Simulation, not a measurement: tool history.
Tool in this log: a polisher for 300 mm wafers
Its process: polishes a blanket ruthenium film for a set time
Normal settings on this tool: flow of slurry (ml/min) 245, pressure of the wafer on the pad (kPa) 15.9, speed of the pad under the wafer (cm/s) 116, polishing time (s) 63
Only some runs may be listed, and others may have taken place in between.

run,day,flow of slurry (ml/min),pressure of the wafer on the pad (kPa),speed of the pad under the wafer (cm/s),polishing time (s),wafers since the last listed run,wafers polished on this pad,hours since the slurry nozzle was cleaned,hours since the head pressure was calibrated,"incoming thickness of the incoming film, nm",film removed (Å)
1,0,245,14.5,100,63,0,127,394.5,541.3,272.4,700
2,0.542,245,14.5,100,63,124,251,407.5,554.3,270.5,704
3,0.817,275,15.9,116,63,63,314,414.1,560.9,268.3,879
4,1.125,245,15.9,116,70,70,385,421.5,568.3,270.2,964
5,1.721,245,15.9,116,70,136,522,435.8,582.6,269.4,980
6,2.258,245,15.9,116,70,123,645,448.7,595.5,269.4,970
7,2.658,245,15.9,116,63,91,737,458.3,605.1,272.3,886
8,2.912,245,15.9,116,63,58,795,464.4,611.2,267.2,899
# day 3.233: worn pad replaced by a new one
9,3.458,245,15.9,116,63,86,51,477.5,624.3,269.5,897
10,4.004,245,15.9,116,47,125,177,490.6,637.4,269.8,666
11,4.671,245,19.3,116,63,152,329,506.6,653.4,266.4,1073
# day 4.792: head pressure recalibrated
12,5.05,245,15.9,98,63,67,397,515.7,6.2,266.1,710
13,5.692,165,13.1,80,79,147,544,531.1,21.6,274.4,611
# day 6.371: worn pad replaced by a new one
14,6.429,245,15.9,116,63,130,13,548.8,39.3,270.2,832
15,6.988,280,15.9,116,48,127,141,562.2,52.7,269.9,631
# day 7.088: slurry nozzle cleaned
16,7.542,245,12.4,132,83,117,258,10.9,66,268.3,953
17,7.892,310,15.9,96,63,80,338,19.3,74.4,273.3,706
18,8.171,245,12.4,132,83,63,402,26,81.1,266.5,953
19,8.783,200,15.9,104,43,140,543,40.7,95.8,273.2,508
# day 9.379: worn pad replaced by a new one
20,9.4,245,12.4,116,63,103,5,55.5,110.6,269.9,637
21,10.058,245,15.9,116,63,150,155,71.3,126.4,271.7,817
22,10.525,275,15.9,82,72,106,262,82.5,137.6,268.9,709

Below are 3 alternative next runs, each starting from the tool's condition after run 22. Predict each:
A,10.542,245,15.9,116,63,3,266,82.9,138,271,?
B,10.542,245,20.7,144,63,3,266,82.9,138,271,?
C,10.542,170,13.1,152,63,3,266,82.9,138,271,?

run,film removed (Å)
A,811
B,1264
C,832
Stripped of hidden state, with their random variation kept, the same runs would have yielded:
run,film removed (Å)
A,799
B,1246
C,821
